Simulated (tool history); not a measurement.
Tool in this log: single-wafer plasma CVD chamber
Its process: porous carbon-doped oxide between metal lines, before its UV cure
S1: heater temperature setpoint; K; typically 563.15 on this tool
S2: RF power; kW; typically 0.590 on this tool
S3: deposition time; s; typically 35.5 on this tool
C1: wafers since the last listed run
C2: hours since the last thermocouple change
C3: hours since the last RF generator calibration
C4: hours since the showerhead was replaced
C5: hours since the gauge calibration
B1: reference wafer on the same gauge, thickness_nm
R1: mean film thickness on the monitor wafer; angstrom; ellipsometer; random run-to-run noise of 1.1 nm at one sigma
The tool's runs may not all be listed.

| run | day | S1 | S2 | S3 | C1 | C2 | C3 | C4 | C5 | B1 | R1 |
|---|---|---|---|---|---|---|---|---|---|---|---|
| 1 | 0.000 | 551.15 | 0.590 | 31.9 | 0 | 388.4 | 924.1 | 6399.1 | 885.9 | 222.842 | 2048.70 |
|  | 0.633 | RF generator calibrated |
| 2 | 2.821 | 563.15 | 0.590 | 37.8 | 1505 | 456.1 | 52.5 | 6466.8 | 953.6 | 223.494 | 2213.97 |
| 3 | 7.250 | 563.15 | 0.590 | 37.8 | 2681 | 562.4 | 158.8 | 6573.1 | 1059.9 | 223.223 | 2225.32 |
| 4 | 12.704 | 563.15 | 0.590 | 37.8 | 3301 | 693.3 | 289.7 | 6704.0 | 1190.8 | 223.078 | 2208.83 |
| 5 | 14.404 | 563.15 | 0.590 | 30.5 | 1029 | 734.1 | 330.5 | 6744.8 | 1231.6 | 223.199 | 1814.30 |
| 6 | 20.242 | 563.15 | 0.590 | 30.5 | 3533 | 874.2 | 470.6 | 6884.9 | 1371.7 | 223.296 | 1792.57 |
|  | 22.312 | gauge calibrated |
| 7 | 23.654 | 563.15 | 0.590 | 35.5 | 2065 | 956.1 | 552.5 | 6966.8 | 32.2 | 223.078 | 2073.56 |
| 8 | 25.196 | 563.15 | 0.590 | 32.4 | 933 | 993.1 | 589.5 | 7003.8 | 69.2 | 222.770 | 1895.33 |
| 9 | 28.092 | 563.15 | 0.590 | 32.4 | 1753 | 1062.6 | 659.0 | 7073.3 | 138.7 | 223.324 | 1901.38 |
| 10 | 29.871 | 569.15 | 0.590 | 35.5 | 1077 | 1105.3 | 701.7 | 7116.0 | 181.4 | 222.726 | 1980.71 |
|  | 33.054 | showerhead replaced |
| 11 | 33.204 | 569.15 | 0.590 | 35.5 | 1816 | 1185.3 | 781.7 | 3.6 | 261.4 | 222.899 | 1993.02 |
| 12 | 36.175 | 563.15 | 0.590 | 39.8 | 1798 | 1256.6 | 853.0 | 74.9 | 332.7 | 222.420 | 2298.79 |
| 13 | 38.892 | 574.15 | 0.590 | 35.5 | 1644 | 1321.8 | 918.2 | 140.1 | 397.9 | 223.066 | 1918.18 |
|  | 40.150 | thermocouple changed; heater temperature recalibrated |
|  | 42.292 | RF generator calibrated |
| 14 | 43.204 | 555.15 | 0.505 | 39.1 | 2207 | 73.3 | 21.9 | 243.6 | 501.4 | 222.326 | 2229.44 |
| 15 | 47.538 | 572.15 | 0.625 | 33.6 | 2623 | 177.3 | 125.9 | 347.6 | 605.4 | 223.449 | 1975.67 |
| 16 | 50.538 | 563.15 | 0.590 | 32.4 | 1816 | 249.3 | 197.9 | 419.6 | 677.4 | 222.471 | 1946.40 |
| 17 | 54.904 | 563.15 | 0.590 | 35.5 | 2643 | 354.1 | 302.7 | 524.4 | 782.2 | 222.677 | 2122.06 |
| 18 | 56.471 | 553.15 | 0.620 | 35.5 | 948 | 391.7 | 340.3 | 562.0 | 819.8 | 223.473 | 2343.28 |
| 19 | 58.833 | 577.15 | 0.560 | 35.5 | 1430 | 448.4 | 397.0 | 618.7 | 876.5 | 223.261 | 1856.93 |
| 20 | 60.446 | 571.15 | 0.515 | 35.5 | 976 | 487.1 | 435.7 | 657.4 | 915.2 | 223.359 | 1822.04 |
| 21 | 64.025 | 563.15 | 0.640 | 31.3 | 2166 | 573.0 | 521.6 | 743.3 | 1001.1 | 223.396 | 1971.49 |
| 22 | 65.621 | 577.15 | 0.590 | 35.5 | 966 | 611.3 | 559.9 | 781.6 | 1039.4 | 223.428 | 1927.26 |
| 23 | 68.292 | 563.15 | 0.530 | 28.7 | 1616 | 675.4 | 624.0 | 845.7 | 1103.5 | 222.572 | 1590.87 |
| 24 | 72.267 | 570.15 | 0.680 | 29.6 | 2406 | 770.8 | 719.4 | 941.1 | 1198.9 | 223.251 | 1837.63 |

Predict each of these 3 candidate next runs independently; none follows another, all start after run 24:
| A | 72.283 | 563.15 | 0.590 | 35.5 | 10 | 771.2 | 719.8 | 941.5 | 1199.3 | ? | ? |
| B | 72.283 | 549.15 | 0.590 | 35.5 | 10 | 771.2 | 719.8 | 941.5 | 1199.3 | ? | ? |
| C | 72.283 | 557.15 | 0.590 | 28.8 | 10 | 771.2 | 719.8 | 941.5 | 1199.3 | ? | ? |

| run | B1 | R1 |
|---|---|---|
| A | 223.271 | 2109.19 |
| B | 223.271 | 2330.10 |
| C | 223.271 | 1794.92 |
Stripped of hidden state, with their random variation kept, the same runs would have yielded:
| run | R1 |
|---|---|
| A | 2129.98 |
| B | 2355.19 |
| C | 1813.47 |
